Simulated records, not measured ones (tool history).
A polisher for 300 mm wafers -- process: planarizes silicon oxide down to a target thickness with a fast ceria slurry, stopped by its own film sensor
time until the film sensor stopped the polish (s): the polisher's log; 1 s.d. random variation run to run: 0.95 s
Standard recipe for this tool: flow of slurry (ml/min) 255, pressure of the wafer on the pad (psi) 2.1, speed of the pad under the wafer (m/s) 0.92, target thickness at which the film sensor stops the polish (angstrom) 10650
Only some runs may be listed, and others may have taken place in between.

| run | day | flow of slurry (ml/min) | pressure of the wafer on the pad (psi) | speed of the pad under the wafer (m/s) | target thickness at which the film sensor stops the polish (angstrom) | wafers since the last listed run | wafers polished on this pad | hours since the slurry nozzle was cleaned | hours since the head pressure was calibrated | incoming thickness of the incoming film, nm | time until the film sensor stopped the polish (s) |
|---|---|---|---|---|---|---|---|---|---|---|---|
| 1 | 0.000 | 300 | 2.1 | 0.92 | 12730 | 0 | 162 | 722.5 | 941.3 | 1898.2 | 62.2 |
| 2 | 0.433 | 300 | 2.1 | 0.92 | 12730 | 94 | 256 | 732.9 | 951.7 | 1916.0 | 64.8 |
| 3 | 1.154 | 255 | 2.1 | 0.92 | 8500 | 156 | 413 | 750.2 | 969.0 | 1927.6 | 109.9 |
| 4 | 1.825 | 255 | 2.1 | 0.92 | 8500 | 146 | 559 | 766.3 | 985.1 | 1884.2 | 108.0 |
| 5 | 2.279 | 255 | 2.1 | 0.92 | 8500 | 98 | 658 | 777.2 | 996.0 | 1931.8 | 113.5 |
| 6 | 2.754 | 255 | 2.1 | 0.92 | 9110 | 103 | 761 | 788.6 | 1007.4 | 1925.2 | 106.3 |
| 7 | 3.012 | 255 | 2.1 | 0.92 | 9110 | 56 | 818 | 794.8 | 1013.6 | 1925.4 | 108.5 |
|  | 3.162 | slurry nozzle cleaned |
| 8 | 3.396 | 255 | 2.1 | 0.92 | 8530 | 74 | 892 | 5.6 | 1022.8 | 1920.5 | 114.1 |
|  | 3.779 | head pressure recalibrated |
|  | 3.883 | worn pad replaced by a new one |
| 9 | 3.904 | 255 | 2.1 | 0.92 | 8530 | 70 | 4 | 17.8 | 3.0 | 1928.7 | 107.4 |
| 10 | 4.192 | 225 | 2.1 | 0.92 | 9450 | 62 | 67 | 24.7 | 9.9 | 1916.7 | 96.7 |
| 11 | 4.788 | 325 | 2.8 | 0.92 | 12000 | 129 | 197 | 39.0 | 24.2 | 1939.1 | 57.1 |
| 12 | 5.175 | 255 | 2.4 | 1.08 | 13180 | 84 | 281 | 48.3 | 33.5 | 1887.2 | 44.2 |
| 13 | 5.612 | 255 | 2.1 | 0.92 | 9890 | 95 | 376 | 58.8 | 44.0 | 1928.9 | 94.2 |
| 14 | 6.204 | 255 | 2.1 | 0.92 | 10650 | 128 | 505 | 73.0 | 58.2 | 1915.4 | 90.0 |
|  | 8.338 | worn pad replaced by a new one |
| 15 | 8.358 | 255 | 2.1 | 0.68 | 12790 | 432 | 4 | 124.7 | 109.9 | 1908.7 | 76.9 |
| 16 | 8.775 | 255 | 2.1 | 0.92 | 8500 | 90 | 95 | 134.7 | 119.9 | 1943.4 | 108.9 |
| 17 | 9.317 | 280 | 2.6 | 0.92 | 10650 | 117 | 213 | 147.7 | 132.9 | 1913.5 | 69.5 |
| 18 | 9.600 | 255 | 2.1 | 0.92 | 10650 | 61 | 274 | 154.5 | 139.7 | 1917.0 | 86.2 |

Hidden state at the last listed run before each entry between runs and at the first one after, where it differs:
Between runs 7 and 8: slurry nozzle cleaned (day 3.162)
  removal rate lost through wear of the pad, %: 6.82 -> 7.49
  the result without the hidden state subtracted from the measured one, time until the film sensor stopped the polish (s): +7.4 -> +8.5
Between runs 8 and 9: head pressure recalibrated (day 3.779); worn pad replaced by a new one (day 3.883)
  removal rate lost through wear of the pad, %: 7.49 -> 1.01
  the result without the hidden state subtracted from the measured one, time until the film sensor stopped the polish (s): +8.5 -> +1.1
Between runs 14 and 15: worn pad replaced by a new one (day 8.338)
  removal rate lost through wear of the pad, %: 5.04 -> 0.118
  the result without the hidden state subtracted from the measured one, time until the film sensor stopped the polish (s): +4.6 -> +0.1

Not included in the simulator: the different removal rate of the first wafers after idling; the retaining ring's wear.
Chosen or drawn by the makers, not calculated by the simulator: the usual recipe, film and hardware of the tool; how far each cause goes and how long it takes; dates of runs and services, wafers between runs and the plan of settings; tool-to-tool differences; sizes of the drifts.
